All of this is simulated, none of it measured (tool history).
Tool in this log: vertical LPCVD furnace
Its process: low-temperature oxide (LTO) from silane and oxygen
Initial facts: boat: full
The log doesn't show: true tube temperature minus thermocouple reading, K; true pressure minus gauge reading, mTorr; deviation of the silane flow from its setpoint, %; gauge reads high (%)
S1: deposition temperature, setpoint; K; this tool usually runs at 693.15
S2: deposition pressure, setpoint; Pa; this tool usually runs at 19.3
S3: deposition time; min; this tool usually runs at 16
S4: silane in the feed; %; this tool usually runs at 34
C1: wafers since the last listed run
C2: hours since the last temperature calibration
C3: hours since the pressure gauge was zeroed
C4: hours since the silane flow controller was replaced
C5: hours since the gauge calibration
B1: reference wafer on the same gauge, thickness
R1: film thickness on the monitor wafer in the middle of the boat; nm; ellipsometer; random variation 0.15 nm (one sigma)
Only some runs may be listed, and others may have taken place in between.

run   hour      S1    S2    S3  S4   C1      C2      C3      C4     C5      B1      R1
  1      0  693.15  19.3    16  34    0  2763.1  3258.7  2346.7  153.1  111.01   94.58
  2    9.4  693.15  19.3    16  34  132  2772.5  3268.1  2356.1  162.5  110.97   95.22
      19.3  -- gauge calibrated
  3   25.1  693.15  19.3    16  34  221  2788.2  3283.8  2371.8    5.8  111.02   95.11
  4   40.6  693.15  19.3    16  34  218  2803.7  3299.3  2387.3   21.3  110.96      95
  5   56.3  693.15  19.3    16  34  221  2819.4    3315    2403     37     111   94.79
  6   66.9  693.15  19.3    16  34  149    2830  3325.6  2413.6   47.6  110.97   94.88
        91  -- silane flow controller replaced
     110.4  -- thermocouples replaced and temperature profile calibrated
     132.5  -- pressure gauge zeroed
  7    133  693.15  19.3    16  34    8    22.6     0.5      42  113.7  111.04   99.79
  8  136.4  693.15  19.3    16  34   47      26     3.9    45.4  117.1  110.92     100
  9  139.8  693.15  19.3    16  34   47    29.4     7.3    48.8  120.5  111.01  100.42
 10  143.2  693.15  19.3    16  34   47    32.8    10.7    52.2  123.9  111.05  100.05
 11  146.6  693.15  19.3    16  34   47    36.2    14.1    55.6  127.3  110.98   99.83
 12  158.4  683.15  19.3  20.5  32  166      48    25.9    67.4  139.1  110.97  105.76
 13    176  688.15  19.3    16  28  248    65.6    43.5      85  156.7  111.02   72.31
 14    183  690.15  14.7    16  34   98    72.6    50.5      92  163.7  110.96   73.34
     185.1  -- gauge calibrated
 15  195.3  696.15  14.7    16  34  173    84.9    62.8   104.3   10.2  111.05   78.37
 16  207.2  693.15  19.3    16  34  167    96.8    74.7   116.2   22.1  111.08   99.97
 17  215.3  693.15  19.3    16  34  114   104.9    82.8   124.3   30.2  110.98    99.9
 18    225  684.15  22.7    16  34  136   114.6    92.5     134   39.9  110.98     106
 19  235.9  693.15  19.3    16  34  153   125.5   103.4   144.9   50.8  110.96   99.95
 20  243.8  689.15    16  18.5  34  111   133.4   111.3   152.8   58.7  110.97   91.63
 21  252.3  701.15  19.3    16  34  119   141.9   119.8   161.3   67.2     111  108.63
 22  265.1  683.15  19.3    13  34  180   154.7   132.6   174.1     80  110.99   72.68

What the log doesn't show, run by run:
true tube temperature minus thermocouple reading, K: 0 across all the runs
true pressure minus gauge reading, mTorr: 0 across all the runs
gauge reads high (%): 0 across all the runs
H1: deviation of the silane flow from its setpoint, %
run       H1
  1    -5.77
  2     -5.8
  3    -5.84
  4    -5.87
  5    -5.91
  6    -5.94
  7   0.0643
  8   0.0561
  9   0.0479
 10   0.0397
 11   0.0315
 12  0.00296
 13  -0.0396
 14  -0.0565
 15  -0.0862
 16   -0.115
 17   -0.135
 18   -0.158
 19   -0.184
 20   -0.203
 21   -0.224
 22   -0.255
